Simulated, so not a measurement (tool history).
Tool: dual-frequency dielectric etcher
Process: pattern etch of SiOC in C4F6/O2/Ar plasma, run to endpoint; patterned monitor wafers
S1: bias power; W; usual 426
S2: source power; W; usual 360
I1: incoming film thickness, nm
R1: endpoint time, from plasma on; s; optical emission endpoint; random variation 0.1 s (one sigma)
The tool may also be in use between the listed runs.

| run | hour | S1 | S2 | I1 | R1 |
|---|---|---|---|---|---|
| 1 | 0.0 | 426 | 400 | 39.83 | 14.0 |
| 2 | 34.5 | 426 | 400 | 40.22 | 14.3 |
|  | 70.7 | wet clean of the chamber |
| 3 | 71.2 | 493 | 400 | 39.65 | 12.6 |
| 4 | 79.5 | 493 | 400 | 39.66 | 12.4 |
| 5 | 114.3 | 493 | 400 | 39.81 | 12.5 |
| 6 | 128.7 | 426 | 360 | 39.51 | 14.1 |
| 7 | 147.0 | 426 | 360 | 39.60 | 14.2 |
| 8 | 162.2 | 426 | 360 | 39.62 | 14.3 |
| 9 | 192.0 | 426 | 360 | 39.81 | 14.4 |
| 10 | 210.7 | 426 | 360 | 39.54 | 14.5 |
| 11 | 242.8 | 426 | 360 | 39.63 | 14.5 |
| 12 | 274.1 | 426 | 360 | 39.38 | 14.4 |
| 13 | 296.3 | 426 | 360 | 39.84 | 14.7 |
| 14 | 310.4 | 426 | 360 | 39.93 | 14.8 |
| 15 | 345.4 | 452 | 410 | 40.08 | 13.5 |
|  | 353.4 | source power generator calibrated |
| 16 | 376.4 | 452 | 410 | 39.67 | 13.6 |
|  | 425.0 | wet clean of the chamber |
| 17 | 425.5 | 426 | 360 | 39.89 | 13.9 |
| 18 | 435.2 | 381 | 390 | 39.71 | 14.1 |
| 19 | 470.0 | 324 | 330 | 39.59 | 16.3 |
| 20 | 499.4 | 426 | 360 | 39.57 | 14.0 |
| 21 | 531.5 | 531 | 360 | 39.79 | 12.9 |
| 22 | 547.2 | 351 | 450 | 39.59 | 13.9 |
| 23 | 569.5 | 356 | 390 | 39.74 | 14.8 |
|  | 602.4 | upper electrode replaced |
| 24 | 602.9 | 466 | 420 | 39.62 | 12.9 |
| 25 | 632.5 | 426 | 360 | 39.57 | 14.3 |
| 26 | 650.3 | 426 | 360 | 39.87 | 14.7 |
|  | 669.1 | bias power generator calibrated |
| 27 | 727.7 | 351 | 450 | 39.54 | 14.0 |
| 28 | 741.3 | 473 | 430 | 39.91 | 12.8 |
|  | 800.2 | wet clean of the chamber |
| 29 | 801.3 | 347 | 300 | 39.67 | 16.9 |
| 30 | 817.7 | 324 | 400 | 39.97 | 15.2 |
| 31 | 847.6 | 523 | 410 | 39.63 | 12.0 |
| 32 | 867.7 | 336 | 280 | 39.38 | 18.0 |
| 33 | 891.0 | 426 | 360 | 39.57 | 14.0 |

Forecast each of these 3 alternatives for the next run:
| A | 891.4 | 426 | 360 | 39.86 | ? |
| B | 891.4 | 460 | 300 | 39.86 | ? |
| C | 891.4 | 485 | 340 | 39.86 | ? |

| run | R1 |
|---|---|
| A | 14.3 |
| B | 15.2 |
| C | 13.9 |
Without the tool's hidden state the same runs would have given:
| run | R1 |
|---|---|
| A | 14.1 |
| B | 15.0 |
| C | 13.7 |

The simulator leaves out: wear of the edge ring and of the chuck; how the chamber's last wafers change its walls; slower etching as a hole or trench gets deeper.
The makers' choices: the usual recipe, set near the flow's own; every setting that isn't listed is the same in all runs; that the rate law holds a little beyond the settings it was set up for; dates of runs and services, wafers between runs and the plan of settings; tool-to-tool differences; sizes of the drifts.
